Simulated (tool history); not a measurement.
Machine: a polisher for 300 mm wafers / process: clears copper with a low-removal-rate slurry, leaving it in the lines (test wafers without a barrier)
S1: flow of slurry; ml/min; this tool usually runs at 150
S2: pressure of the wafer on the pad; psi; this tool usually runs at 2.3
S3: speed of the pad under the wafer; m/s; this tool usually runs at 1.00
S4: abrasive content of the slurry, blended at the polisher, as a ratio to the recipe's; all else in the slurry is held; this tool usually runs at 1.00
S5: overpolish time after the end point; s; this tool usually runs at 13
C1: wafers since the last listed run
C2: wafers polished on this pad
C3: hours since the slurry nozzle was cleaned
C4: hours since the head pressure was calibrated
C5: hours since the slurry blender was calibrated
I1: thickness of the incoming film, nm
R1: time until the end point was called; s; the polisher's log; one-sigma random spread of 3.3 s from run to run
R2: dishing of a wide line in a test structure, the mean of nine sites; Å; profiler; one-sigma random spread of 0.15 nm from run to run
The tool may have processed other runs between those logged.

| run | hour | S1 | S2 | S3 | S4 | S5 | C1 | C2 | C3 | C4 | C5 | I1 | R1 | R2 |
|---|---|---|---|---|---|---|---|---|---|---|---|---|---|---|
| 1 | 0.0 | 150 | 2.3 | 1.00 | 1.00 | 13 | 0 | 228 | 157.7 | 1320.1 | 292.5 | 303.6 | 177.9 | 97 |
| 2 | 8.3 | 150 | 1.8 | 1.00 | 1.00 | 13 | 44 | 273 | 166.0 | 1328.4 | 300.8 | 303.7 | 229.4 | 88 |
| 3 | 15.4 | 150 | 1.8 | 1.00 | 1.00 | 13 | 38 | 311 | 173.1 | 1335.5 | 307.9 | 305.7 | 230.1 | 88 |
| 4 | 22.6 | 150 | 1.8 | 1.00 | 1.00 | 13 | 39 | 350 | 180.3 | 1342.7 | 315.1 | 302.4 | 217.3 | 87 |
| 5 | 39.5 | 150 | 2.3 | 1.00 | 1.00 | 13 | 91 | 442 | 197.2 | 1359.6 | 332.0 | 303.3 | 174.0 | 97 |
| 6 | 69.0 | 150 | 2.3 | 1.00 | 1.00 | 13 | 159 | 602 | 226.7 | 1389.1 | 361.5 | 306.2 | 179.8 | 97 |
|  | 98.1 | slurry nozzle cleaned |
|  | 112.8 | slurry blender recalibrated |
| 7 | 113.7 | 170 | 2.3 | 1.00 | 1.00 | 13 | 226 | 828 | 15.6 | 1433.8 | 0.9 | 302.8 | 168.0 | 96 |
| 8 | 123.4 | 170 | 2.3 | 1.00 | 1.00 | 13 | 52 | 880 | 25.3 | 1443.5 | 10.6 | 307.2 | 170.8 | 96 |
| 9 | 129.5 | 150 | 2.3 | 1.00 | 1.00 | 13 | 33 | 914 | 31.4 | 1449.6 | 16.7 | 305.8 | 182.5 | 98 |
| 10 | 144.7 | 180 | 2.7 | 1.00 | 1.20 | 13 | 82 | 996 | 46.6 | 1464.8 | 31.9 | 302.4 | 138.1 | 105 |
|  | 153.7 | worn pad replaced by a new one |
|  | 171.9 | head pressure recalibrated |
| 11 | 172.4 | 150 | 2.3 | 1.00 | 1.00 | 13 | 117 | 90 | 74.3 | 0.5 | 59.6 | 304.7 | 174.4 | 97 |
| 12 | 182.3 | 150 | 2.3 | 0.68 | 1.00 | 19 | 53 | 144 | 84.2 | 10.4 | 69.5 | 306.5 | 261.7 | 99 |
| 13 | 195.3 | 150 | 2.1 | 1.00 | 1.00 | 8 | 70 | 214 | 97.2 | 23.4 | 82.5 | 302.6 | 189.6 | 74 |
| 14 | 206.8 | 150 | 2.3 | 1.00 | 1.00 | 9 | 62 | 277 | 108.7 | 34.9 | 94.0 | 307.2 | 184.9 | 82 |
| 15 | 220.9 | 170 | 2.3 | 1.00 | 1.00 | 13 | 76 | 353 | 122.8 | 49.0 | 108.1 | 307.0 | 176.0 | 96 |
| 16 | 230.4 | 150 | 2.7 | 1.00 | 0.90 | 7 | 51 | 405 | 132.3 | 58.5 | 117.6 | 303.2 | 149.9 | 77 |

Run-by-run hidden state of the tool:
removal rate lost through wear of the pad, %: 0 at every run
slurry flow missing at the pad, %: 0 at every run
deviation of the head's pressure from its setpoint, %: 0 at every run
abrasive missing from the slurry, %: 0 at every run
